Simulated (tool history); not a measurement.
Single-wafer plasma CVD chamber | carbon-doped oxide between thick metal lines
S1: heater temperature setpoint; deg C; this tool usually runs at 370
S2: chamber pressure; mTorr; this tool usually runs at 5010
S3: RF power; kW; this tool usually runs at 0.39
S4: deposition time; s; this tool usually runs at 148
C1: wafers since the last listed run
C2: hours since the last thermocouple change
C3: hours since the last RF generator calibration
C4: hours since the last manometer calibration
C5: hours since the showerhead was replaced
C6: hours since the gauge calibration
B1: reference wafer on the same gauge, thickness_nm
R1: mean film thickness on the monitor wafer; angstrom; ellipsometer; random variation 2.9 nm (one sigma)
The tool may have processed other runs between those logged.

run	day	S1	S2	S3	S4	C1	C2	C3	C4	C5	C6	B1	R1
1	0	370	5010	0.34	148	0	1417.7	1037.8	873.4	6013.4	542.4	561.3	4718.9
# day 1.125: thermocouple changed; heater temperature recalibrated
2	1.454	370	5010	0.39	148	370	7.9	1072.7	908.3	6048.3	577.3	562.365	5263.43
3	2.571	370	5010	0.39	148	369	34.7	1099.5	935.1	6075.1	604.1	561.507	5230.5
4	5.4	370	5010	0.39	148	935	102.6	1167.4	1003	6143	672	561.182	5243.28
5	7.467	370	5010	0.39	148	683	152.2	1217	1052.6	6192.6	721.6	561.728	5246.91
6	8.712	370	5010	0.39	148	411	182.1	1246.9	1082.5	6222.5	751.5	562.166	5253.82
7	10.508	370	5010	0.39	148	593	225.2	1290	1125.6	6265.6	794.6	562.964	5201.82
8	17.5	370	5010	0.39	148	2311	393	1457.8	1293.4	6433.4	962.4	562.17	5217.84
9	19.829	370	5010	0.39	174	770	448.9	1513.7	1349.3	6489.3	1018.3	562.658	6095.5
10	22.688	376	5790	0.39	138	945	517.5	1582.3	1417.9	6557.9	1086.9	562.352	4855.1
11	25.5	370	4030	0.33	128	929	585	1649.8	1485.4	6625.4	1154.4	562.952	3795.68
12	28.417	370	5010	0.39	172	964	655	1719.8	1555.4	6695.4	1224.4	561.961	5998.65
13	30.142	381	5010	0.39	148	570	696.4	1761.2	1596.8	6736.8	1265.8	560.36	5086.54
# day 32.217: capacitance manometer re-zeroed and calibrated
14	33	370	5620	0.42	176	834	765	1829.8	18.8	6805.4	1334.4	562.767	6515.85
# day 34.542: gauge calibrated
15	35.579	384	5930	0.39	169	852	826.9	1891.7	80.7	6867.3	24.9	561.94	5822.55
16	38.217	370	5010	0.45	148	871	890.2	1955	144	6930.6	88.2	562.258	5709.26
17	39.788	370	5010	0.39	171	519	927.9	1992.7	181.7	6968.3	125.9	562.572	5901.6
# day 41.983: showerhead replaced
18	47.662	380	5010	0.39	172	2493	1116.9	2181.7	370.7	136.3	314.9	561.829	5790.37
# day 48.933: RF generator calibrated
19	50.517	370	5010	0.39	148	833	1185.4	38	439.2	204.8	383.4	561.764	5342.45
# day 52.55: thermocouple changed; heater temperature recalibrated
20	53.062	357	5990	0.36	148	731	12.3	99.1	500.3	265.9	444.5	561.224	5331.33
21	54.079	370	6140	0.39	148	336	36.7	123.5	524.7	290.3	468.9	561.696	5471.45
22	55.25	370	6200	0.39	158	387	64.8	151.6	552.8	318.4	497	561.15	5850.08
23	57.683	378	5480	0.365	171	804	123.2	210	611.2	376.8	555.4	561.635	5815.65
24	60.442	370	5010	0.39	148	911	189.4	276.2	677.4	443	621.6	563.007	5316.1
25	62.533	370	5010	0.39	148	691	239.6	326.4	727.6	493.2	671.8	562.295	5338.6
26	65.412	370	5010	0.39	148	951	308.7	395.5	796.7	562.3	740.9	562.302	5320.72
27	67.596	378	6150	0.325	125	721	361.1	447.9	849.1	614.7	793.3	562.63	3911.76
28	70.225	370	5010	0.415	148	869	424.2	511	912.2	677.8	856.4	563.106	5592.75
29	72.417	370	5010	0.39	148	724	476.8	563.6	964.8	730.4	909	561.775	5303.8

Each row is a separate what-if for the run after 29, all from the same tool condition, not one after another. Results?
A	72.433	370	5010	0.425	148	5	477.2	564	965.2	730.8	909.4	?	?
B	72.433	370	5010	0.35	165	5	477.2	564	965.2	730.8	909.4	?	?
C	72.433	370	5010	0.39	173	5	477.2	564	965.2	730.8	909.4	?	?

run	B1	R1
A	562.807	5652.17
B	562.807	5442.73
C	562.807	6198.91
With the hidden condition removed and each run's random variation left untouched, the same runs would have given:
run	R1
A	5678.3
B	5469
C	6227.57
